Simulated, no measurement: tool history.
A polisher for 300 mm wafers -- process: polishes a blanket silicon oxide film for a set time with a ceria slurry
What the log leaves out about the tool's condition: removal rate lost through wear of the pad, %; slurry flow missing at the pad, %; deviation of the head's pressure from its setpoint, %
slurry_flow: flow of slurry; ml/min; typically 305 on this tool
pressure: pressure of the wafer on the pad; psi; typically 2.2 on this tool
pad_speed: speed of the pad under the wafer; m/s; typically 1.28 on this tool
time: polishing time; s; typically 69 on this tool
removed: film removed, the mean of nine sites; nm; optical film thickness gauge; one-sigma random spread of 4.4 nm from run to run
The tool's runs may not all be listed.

run	hour	slurry_flow	pressure	pad_speed	time	wafers since the last listed run	wafers polished on this pad	hours since the slurry nozzle was cleaned	hours since the head pressure was calibrated	incoming thickness of the incoming film, nm	removed
1	0.0	305	2.2	1.28	69	0	795	36.7	329.7	954.3	318.4
2	31.9	305	2.2	1.28	69	222	1017	68.6	361.6	939.6	311.9
3	45.2	305	2.2	1.28	69	92	1110	81.9	374.9	947.1	301.6
# hour 47.7: head pressure recalibrated
4	65.5	305	2.2	1.28	69	127	1237	102.2	17.8	936.0	303.4
5	86.0	305	2.2	1.28	69	142	1380	122.7	38.3	940.5	299.6
# hour 96.8: worn pad replaced by a new one
6	115.7	305	2.2	1.28	69	179	131	152.4	68.0	947.3	314.4
7	141.1	305	2.2	1.28	69	177	308	177.8	93.4	954.5	315.9
8	175.2	305	2.2	1.28	69	237	546	211.9	127.5	944.1	322.7
9	201.4	305	2.2	1.28	69	182	729	238.1	153.7	952.2	312.4
10	219.8	305	2.2	1.28	69	128	857	256.5	172.1	960.3	309.3
11	235.8	305	2.2	1.28	69	111	968	272.5	188.1	933.9	314.0
# hour 243.4: slurry nozzle cleaned
12	255.2	305	2.2	1.28	81	128	1097	11.8	207.5	948.8	350.6
13	284.1	305	2.2	1.28	81	201	1298	40.7	236.4	933.4	356.6
# hour 297.1: worn pad replaced by a new one
14	316.1	305	2.2	1.28	69	195	132	72.7	268.4	939.5	289.2
15	330.3	305	2.2	1.28	69	98	231	86.9	282.6	938.4	283.3
16	357.2	305	2.2	1.28	69	187	418	113.8	309.5	921.7	289.1
# hour 370.3: head pressure recalibrated
17	387.1	305	1.8	1.28	69	194	613	143.7	16.8	941.9	234.7
18	445.6	225	1.6	0.90	50	407	1020	202.2	75.3	933.3	117.3
# hour 455.7: worn pad replaced by a new one, repeated, since the last time left the tool worse
19	480.2	305	2.2	1.00	88	213	170	236.8	109.9	932.7	359.5
# hour 483.8: slurry nozzle cleaned
20	509.8	305	2.2	1.28	69	199	370	26.0	139.5	928.2	317.7
21	543.3	305	2.2	1.28	79	233	603	59.5	173.0	939.5	357.1
22	577.1	305	1.5	1.28	69	235	839	93.3	206.8	942.9	220.9
23	595.5	370	2.2	1.28	48	128	967	111.7	225.2	941.6	221.9
24	613.4	275	2.9	1.28	69	124	1092	129.6	243.1	948.5	401.3
25	641.6	305	2.2	1.28	52	196	1288	157.8	271.3	958.4	231.4
# hour 657.1: worn pad replaced by a new one
26	675.9	305	2.2	1.28	69	211	130	192.1	305.6	947.7	321.4
27	693.4	305	2.2	1.28	69	121	252	209.6	323.1	940.3	309.9
# hour 754.6: head pressure recalibrated
28	774.1	200	1.9	1.10	93	548	801	290.3	19.5	939.6	322.4
# hour 784.9: slurry nozzle cleaned
29	809.5	305	2.9	1.00	61	239	1041	24.6	54.9	924.5	314.1
30	830.6	305	2.2	1.28	69	147	1188	45.7	76.0	939.7	294.8
# hour 835.1: worn pad replaced by a new one
31	916.6	305	2.2	1.28	69	571	567	131.7	162.0	932.8	310.7
32	931.7	385	2.2	1.28	69	105	672	146.8	177.1	940.8	316.6
33	966.4	305	2.2	1.28	81	241	914	181.5	211.8	944.6	366.9
34	980.2	375	2.2	1.54	69	96	1011	195.3	225.6	944.2	352.7
35	1008.6	385	2.6	1.28	85	197	1208	223.7	254.0	958.6	442.6

Measured result minus the same run's result without the hidden state. Both carry the same run-to-run variation, though not necessarily the same gauge scatter:
run	removed
1	-7.5
2	-11.8
3	-13.5
4	-17.4
5	-21.5
6	-3.4
7	-4.3
8	-6.7
9	-9.0
10	-11.1
11	-13.6
12	-18.8
13	-25.6
14	-38.7
15	-38.3
16	-40.6
17	-35.2
18	-21.1
19	-0.7
20	-1.9
21	-4.9
22	-5.7
23	-7.4
24	-17.2
25	-14.0
26	-3.2
27	-3.5
28	-10.4
29	-15.3
30	-18.1
31	-4.4
32	-5.8
33	-11.7
34	-13.6
35	-24.1
